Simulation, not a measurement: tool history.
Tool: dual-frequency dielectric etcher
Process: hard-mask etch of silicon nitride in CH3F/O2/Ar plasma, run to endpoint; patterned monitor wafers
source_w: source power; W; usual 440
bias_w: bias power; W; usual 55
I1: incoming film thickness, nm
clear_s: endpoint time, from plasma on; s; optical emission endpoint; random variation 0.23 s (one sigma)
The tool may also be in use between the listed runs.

Run 1, hour 0.0: usual settings; I1 56.8. Result: clear_s 76.0 s.
Run 2, hour 14.8: usual settings; I1 56.1. Result: clear_s 74.7 s.
Run 3, hour 21.1: usual settings; I1 55.6. Result: clear_s 74.0 s.
Run 4, hour 28.8: usual settings but source_w 390 W; I1 56.1. Result: clear_s 79.9 s.
Run 5, hour 36.3: usual settings but source_w 390 W; I1 55.9. Result: clear_s 80.2 s.
Run 6, hour 51.7: usual settings but source_w 390 W; I1 56.0. Result: clear_s 79.8 s.
Run 7, hour 86.6: usual settings but bias_w 64 W; I1 56.0. Result: clear_s 70.7 s.
At hour 113.2: upper electrode replaced.
Run 8, hour 113.7: usual settings but source_w 500 W, bias_w 49 W; I1 56.1. Result: clear_s 72.4 s.
Run 9, hour 114.1: usual settings but source_w 500 W, bias_w 49 W; I1 55.9. Result: clear_s 71.8 s.
Run 10, hour 123.2: usual settings; I1 55.9. Result: clear_s 74.4 s.
Run 11, hour 140.9: usual settings but source_w 380 W, bias_w 42 W; I1 56.4. Result: clear_s 88.6 s.
Run 12, hour 149.9: usual settings but source_w 490 W, bias_w 47 W; I1 56.1. Result: clear_s 73.5 s.
Run 13, hour 158.1: usual settings; I1 56.1. Result: clear_s 74.7 s.
Run 14, hour 166.3: usual settings; I1 55.6. Result: clear_s 74.1 s.
Run 15, hour 176.4: usual settings but source_w 500 W, bias_w 49 W; I1 56.0. Result: clear_s 72.0 s.
At hour 205.7: source power generator calibrated.
Run 16, hour 209.2: usual settings but source_w 490 W, bias_w 42 W; I1 56.2. Result: clear_s 75.7 s.
At hour 238.0: wet clean of the chamber.
At hour 238.3: bias power generator calibrated.
Run 17, hour 238.8: usual settings but source_w 530 W, bias_w 64 W; I1 55.1. Result: clear_s 64.5 s.
Run 18, hour 239.1: usual settings but source_w 350 W, bias_w 62 W; I1 55.4. Result: clear_s 82.7 s.
Run 19, hour 241.4: usual settings; I1 55.8. Result: clear_s 75.9 s.
Run 20, hour 251.8: usual settings but source_w 410 W, bias_w 44 W; I1 56.0. Result: clear_s 84.8 s.
Run 21, hour 298.1: usual settings but source_w 370 W, bias_w 43 W; I1 56.7. Result: clear_s 91.2 s.

Measured result minus the same run's result without the hidden state. Both carry the same run-to-run variation, though not necessarily the same gauge scatter:
The hidden state here: etch rate over this chamber's usual, %; source power that arrives over what is set, %; bias power that arrives over what is set, %.
run  clear_s
  1     -1.3
  2     -1.4
  3     -1.4
  4     -1.6
  5     -1.6
  6     -1.7
  7     -1.6
  8     -1.7
  9     -1.7
 10     -1.8
 11     -2.3
 12     -1.9
 13     -2.0
 14     -2.0
 15     -2.0
 16     -2.2
 17     -0.1
 18     +0.0
 19     +0.0
 20     -0.1
 21     -0.4
